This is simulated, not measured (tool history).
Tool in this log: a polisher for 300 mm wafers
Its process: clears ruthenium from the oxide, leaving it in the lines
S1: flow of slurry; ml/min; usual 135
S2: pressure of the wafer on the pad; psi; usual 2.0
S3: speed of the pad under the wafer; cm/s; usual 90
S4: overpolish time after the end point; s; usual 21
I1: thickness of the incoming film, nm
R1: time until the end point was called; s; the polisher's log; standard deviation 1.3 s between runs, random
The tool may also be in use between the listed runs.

| run | hour | S1 | S2 | S3 | S4 | I1 | R1 |
|---|---|---|---|---|---|---|---|
| 1 | 0.0 | 135 | 2.0 | 90 | 13 | 162.5 | 151.2 |
| 2 | 42.0 | 135 | 2.0 | 90 | 13 | 158.7 | 151.2 |
| 3 | 113.2 | 135 | 2.0 | 90 | 13 | 158.5 | 150.8 |
|  | 163.8 | worn pad replaced by a new one |
| 4 | 168.3 | 135 | 2.0 | 90 | 21 | 156.9 | 149.4 |
| 5 | 212.2 | 135 | 2.0 | 90 | 21 | 159.2 | 153.5 |
| 6 | 261.2 | 135 | 2.0 | 90 | 21 | 161.2 | 154.4 |
| 7 | 317.0 | 135 | 2.0 | 100 | 16 | 161.7 | 140.9 |
| 8 | 349.1 | 135 | 2.0 | 100 | 16 | 162.9 | 143.8 |
|  | 356.0 | worn pad replaced by a new one |
| 9 | 379.9 | 135 | 2.0 | 100 | 16 | 159.9 | 139.2 |
| 10 | 420.3 | 135 | 2.5 | 90 | 21 | 162.8 | 127.6 |
|  | 427.2 | slurry nozzle cleaned |
|  | 432.0 | head pressure recalibrated |
| 11 | 466.2 | 135 | 1.7 | 102 | 14 | 160.0 | 146.6 |
| 12 | 535.9 | 135 | 2.0 | 90 | 32 | 161.5 | 145.8 |
|  | 559.9 | worn pad replaced by a new one |
| 13 | 590.8 | 150 | 1.5 | 90 | 12 | 160.7 | 191.9 |
| 14 | 645.9 | 135 | 2.0 | 90 | 21 | 160.6 | 151.6 |
| 15 | 675.1 | 135 | 2.3 | 122 | 21 | 159.1 | 96.0 |
| 16 | 707.9 | 135 | 2.0 | 90 | 14 | 159.5 | 148.4 |
|  | 765.6 | worn pad replaced by a new one |
| 17 | 842.9 | 135 | 2.0 | 120 | 21 | 157.7 | 112.8 |
| 18 | 905.7 | 135 | 2.0 | 90 | 21 | 158.2 | 149.2 |
| 19 | 941.8 | 175 | 2.0 | 90 | 21 | 159.1 | 144.1 |

Hidden state or all else? Some run-to-run changes of R1, split into what the settings, what came in and random variation would give without the hidden state, and what is left for the hidden state (with any gauge scatter that isn't in both results):
What the log doesn't record here: removal rate lost through wear of the pad, %; slurry flow missing at the pad, %; deviation of the head's pressure from its setpoint, %.
Run 10 -> 11: S2 2.5 -> 1.7, S3 90 -> 102, S4 21 -> 14, slurry nozzle cleaned, head pressure recalibrated. R1 +19.0 s: hidden state -11.7, all else +30.7.
Run 14 -> 15: S2 2.0 -> 2.3, S3 90 -> 122. R1 -55.6 s: hidden state -2.8, all else -52.8.
